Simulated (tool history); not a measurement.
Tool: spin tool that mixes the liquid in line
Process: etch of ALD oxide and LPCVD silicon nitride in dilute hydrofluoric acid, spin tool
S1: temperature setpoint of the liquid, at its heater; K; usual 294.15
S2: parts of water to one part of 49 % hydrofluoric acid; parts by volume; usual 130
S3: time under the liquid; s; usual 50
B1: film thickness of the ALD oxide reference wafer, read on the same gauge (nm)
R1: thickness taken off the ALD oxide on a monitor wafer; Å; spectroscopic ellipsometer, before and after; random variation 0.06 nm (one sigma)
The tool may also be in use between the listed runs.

{"run": 1, "hour": 0.0, "S1": 294.15, "S2": 130, "S3": 50, "B1": 90.01, "R1": 62.6}
{"run": 2, "hour": 48.0, "S1": 294.15, "S2": 130, "S3": 50, "B1": 90.0, "R1": 62.4}
{"run": 3, "hour": 127.8, "S1": 294.15, "S2": 130, "S3": 50, "B1": 90.01, "R1": 61.1}
{"hour": 138.2, "done": "hydrofluoric acid flow meter replaced"}
{"run": 4, "hour": 230.0, "S1": 294.15, "S2": 130, "S3": 50, "B1": 90.02, "R1": 67.6}
{"run": 5, "hour": 363.4, "S1": 294.15, "S2": 130, "S3": 50, "B1": 90.0, "R1": 66.1}
{"run": 6, "hour": 470.9, "S1": 294.15, "S2": 130, "S3": 40, "B1": 90.02, "R1": 53.1}
{"run": 7, "hour": 591.6, "S1": 294.15, "S2": 130, "S3": 40, "B1": 89.99, "R1": 52.5}
{"hour": 625.2, "done": "thermometer replaced"}
{"run": 8, "hour": 652.0, "S1": 294.15, "S2": 130, "S3": 50, "B1": 90.01, "R1": 64.9}
{"run": 9, "hour": 743.5, "S1": 296.65, "S2": 95, "S3": 25, "B1": 89.98, "R1": 51.1}
{"run": 10, "hour": 779.6, "S1": 290.15, "S2": 180, "S3": 70, "B1": 89.99, "R1": 52.2}
{"run": 11, "hour": 874.8, "S1": 294.15, "S2": 130, "S3": 50, "B1": 89.98, "R1": 64.0}
{"run": 12, "hour": 945.0, "S1": 294.15, "S2": 190, "S3": 65, "B1": 89.99, "R1": 53.4}
{"run": 13, "hour": 1037.4, "S1": 298.65, "S2": 130, "S3": 65, "B1": 90.01, "R1": 99.1}
{"run": 14, "hour": 1283.3, "S1": 297.15, "S2": 130, "S3": 30, "B1": 89.99, "R1": 42.1}
{"hour": 1293.1, "done": "gauge calibrated"}
{"hour": 1305.4, "done": "hydrofluoric acid flow meter replaced"}
{"run": 15, "hour": 1595.7, "S1": 296.65, "S2": 165, "S3": 65, "B1": 90.01, "R1": 70.7}
{"run": 16, "hour": 1648.1, "S1": 294.15, "S2": 130, "S3": 50, "B1": 89.98, "R1": 64.8}
{"run": 17, "hour": 1715.1, "S1": 297.15, "S2": 115, "S3": 65, "B1": 90.0, "R1": 110.3}

5 ways to go on from here, each from the tool as it stands after run 17. What would each give?
{"run": "A", "hour": 1715.5, "S1": 294.15, "S2": 130, "S3": 50, "B1": "?", "R1": "?"}
{"run": "B", "hour": 1715.5, "S1": 291.65, "S2": 85, "S3": 50, "B1": "?", "R1": "?"}
{"run": "C", "hour": 1715.5, "S1": 296.15, "S2": 80, "S3": 20, "B1": "?", "R1": "?"}
{"run": "D", "hour": 1715.5, "S1": 294.15, "S2": 180, "S3": 50, "B1": "?", "R1": "?"}
{"run": "E", "hour": 1715.5, "S1": 294.15, "S2": 65, "S3": 75, "B1": "?", "R1": "?"}

run=A B1=90.00 R1=65.9
run=B B1=90.00 R1=95.7
run=C B1=90.00 R1=49.3
run=D B1=90.00 R1=45.1
run=E B1=90.00 R1=213.4
Without the tool's hidden state the same runs would have given:
run=A R1=67.9
run=B R1=98.5
run=C R1=50.7
run=D R1=46.5
run=E R1=219.6
